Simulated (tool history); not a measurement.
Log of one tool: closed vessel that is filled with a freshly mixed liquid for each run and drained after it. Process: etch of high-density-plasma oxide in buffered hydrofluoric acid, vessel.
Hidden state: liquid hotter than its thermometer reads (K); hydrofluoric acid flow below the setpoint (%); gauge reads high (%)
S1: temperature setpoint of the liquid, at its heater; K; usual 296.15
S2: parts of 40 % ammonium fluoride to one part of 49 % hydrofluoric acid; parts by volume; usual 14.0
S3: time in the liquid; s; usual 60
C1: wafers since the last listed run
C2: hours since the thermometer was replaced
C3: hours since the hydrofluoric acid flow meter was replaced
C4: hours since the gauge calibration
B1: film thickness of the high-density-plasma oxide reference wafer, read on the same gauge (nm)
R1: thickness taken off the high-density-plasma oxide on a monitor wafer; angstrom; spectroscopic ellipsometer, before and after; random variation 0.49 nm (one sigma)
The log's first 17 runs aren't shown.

| run | hour | S1 | S2 | S3 | C1 | C2 | C3 | C4 | B1 | R1 |
|---|---|---|---|---|---|---|---|---|---|---|
| 18 | 907.1 | 300.65 | 18.5 | 60 | 1635 | 822.4 | 135.5 | 120.2 | 60.00 | 511.5 |
|  | 941.6 | thermometer replaced |
| 19 | 961.5 | 299.15 | 17.0 | 90 | 3549 | 19.9 | 189.9 | 174.6 | 60.03 | 749.7 |
| 20 | 1011.7 | 298.15 | 10.0 | 60 | 3337 | 70.1 | 240.1 | 224.8 | 59.99 | 810.2 |
| 21 | 1076.1 | 296.15 | 12.5 | 40 | 4281 | 134.5 | 304.5 | 289.2 | 60.00 | 382.8 |
| 22 | 1127.9 | 301.15 | 16.5 | 60 | 3443 | 186.3 | 356.3 | 341.0 | 60.02 | 565.3 |
| 23 | 1181.8 | 296.15 | 12.0 | 60 | 3583 | 240.2 | 410.2 | 394.9 | 60.00 | 584.0 |
| 24 | 1251.6 | 299.65 | 17.5 | 85 | 4640 | 310.0 | 480.0 | 464.7 | 60.00 | 688.4 |
| 25 | 1282.0 | 296.15 | 14.0 | 60 | 2020 | 340.4 | 510.4 | 495.1 | 60.02 | 502.0 |
| 26 | 1306.5 | 296.15 | 14.0 | 60 | 1628 | 364.9 | 534.9 | 519.6 | 59.98 | 498.2 |
| 27 | 1368.5 | 296.15 | 16.0 | 30 | 4121 | 426.9 | 596.9 | 581.6 | 60.00 | 214.0 |
| 28 | 1429.1 | 301.15 | 9.0 | 85 | 4028 | 487.5 | 657.5 | 642.2 | 60.01 | 1423.2 |
| 29 | 1466.9 | 292.15 | 8.5 | 50 | 2512 | 525.3 | 695.3 | 680.0 | 59.98 | 519.6 |
| 30 | 1507.1 | 294.15 | 14.0 | 60 | 2672 | 565.5 | 735.5 | 720.2 | 60.00 | 429.6 |
| 31 | 1574.8 | 296.15 | 17.0 | 60 | 4500 | 633.2 | 803.2 | 787.9 | 60.00 | 392.1 |
| 32 | 1607.3 | 294.65 | 10.5 | 60 | 2160 | 665.7 | 835.7 | 820.4 | 59.98 | 592.5 |

3 ways to go on from here, each from the tool as it stands after run 32. What would each give?
| A | 1608.0 | 293.65 | 14.0 | 60 | 46 | 666.4 | 836.4 | 821.1 | ? | ? |
| B | 1608.0 | 296.15 | 9.5 | 70 | 46 | 666.4 | 836.4 | 821.1 | ? | ? |
| C | 1608.0 | 292.65 | 10.5 | 30 | 46 | 666.4 | 836.4 | 821.1 | ? | ? |

| run | B1 | R1 |
|---|---|---|
| A | 59.99 | 419.3 |
| B | 59.99 | 821.3 |
| C | 59.99 | 262.8 |
Without the tool's hidden state the same runs would have given:
| run | R1 |
|---|---|
| A | 463.1 |
| B | 890.5 |
| C | 290.1 |
